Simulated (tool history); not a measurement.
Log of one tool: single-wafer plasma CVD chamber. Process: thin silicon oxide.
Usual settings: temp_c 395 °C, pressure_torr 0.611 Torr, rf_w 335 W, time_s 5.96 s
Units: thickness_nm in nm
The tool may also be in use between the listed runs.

run,hour,temp_c,pressure_torr,rf_w,time_s,"read-back reference wafer on the same gauge, thickness_nm",thickness_nm
1,0.0,395,0.611,335,5.16,10.482,8.549
2,13.9,395,0.611,335,5.16,10.482,8.555
3,22.7,395,0.611,335,5.96,10.484,9.904
4,39.8,395,0.611,335,5.96,10.478,10.019
5,51.9,395,0.611,335,5.96,10.478,10.043
6,59.5,395,0.611,335,5.96,10.474,10.021
7,68.8,395,0.611,335,5.96,10.477,10.047
8,75.2,395,0.611,335,5.96,10.476,10.062
9,83.9,382,0.493,315,5.96,10.483,8.043
10,93.5,395,0.611,335,5.96,10.482,10.033
11,101.3,408,0.611,295,5.96,10.484,9.719
12,118.9,388,0.611,315,5.32,10.484,8.909
13,133.8,395,0.611,335,5.96,10.481,10.055
14,151.8,403,0.758,335,5.96,10.481,12.340
15,200.3,404,0.698,335,5.30,10.486,9.626
16,215.9,381,0.541,335,5.96,10.479,8.527
17,253.7,395,0.611,335,5.96,10.473,9.590
18,268.6,395,0.611,335,6.29,10.480,10.109
19,280.5,395,0.611,335,5.16,10.479,8.282
20,329.5,389,0.611,395,5.96,10.480,10.004
21,339.8,395,0.540,285,5.96,10.485,8.140
22,356.2,395,0.611,295,6.79,10.482,10.620
23,365.9,395,0.473,335,5.96,10.480,7.389
24,379.6,395,0.611,285,5.96,10.480,9.259
25,389.0,387,0.519,335,6.36,10.475,8.715
26,400.7,395,0.489,335,5.96,10.477,7.663
27,410.7,381,0.611,400,5.96,10.487,10.104
28,420.9,385,0.676,335,5.10,10.481,9.130

Taken out of this log: 5 entries between the listed runs. Where each belongs, and how the hidden state differs across it:
Between runs 3 and 4: RF generator calibrated (hour 39.3)
  delivered RF power above the setpoint (%): -7.58 -> -1.07; true pressure above the setpoint (%): 5.22 -> 5.3
  measured less the result without the state, thickness_nm: +0.319 -> +0.481 nm
Between runs 13 and 14: showerhead replaced (hour 151.3)
  delivered RF power above the setpoint (%): -1.7 -> -1.82; true pressure above the setpoint (%): 5.7 -> 5.78
  measured less the result without the state, thickness_nm: +0.505 -> +0.551 nm
Between runs 14 and 15: capacitance manometer re-zeroed and calibrated (hour 183.4)
  delivered RF power above the setpoint (%): -1.82 -> -2.14; true pressure above the setpoint (%): 5.78 -> 0.302
  measured less the result without the state, thickness_nm: +0.551 -> -0.021 nm
Between runs 17 and 18: gauge calibrated (hour 261.2)
  delivered RF power above the setpoint (%): -2.5 -> -2.6; true pressure above the setpoint (%): 0.533 -> 0.597
  measured less the result without the state, thickness_nm: -0.006 -> -0.002 nm
Between runs 19 and 20: thermocouple changed; heater temperature recalibrated (hour 292.1)
  delivered RF power above the setpoint (%): -2.68 -> -3.01; true pressure above the setpoint (%): 0.649 -> 0.861
  measured less the result without the state, thickness_nm: +0.001 -> +0.020 nm

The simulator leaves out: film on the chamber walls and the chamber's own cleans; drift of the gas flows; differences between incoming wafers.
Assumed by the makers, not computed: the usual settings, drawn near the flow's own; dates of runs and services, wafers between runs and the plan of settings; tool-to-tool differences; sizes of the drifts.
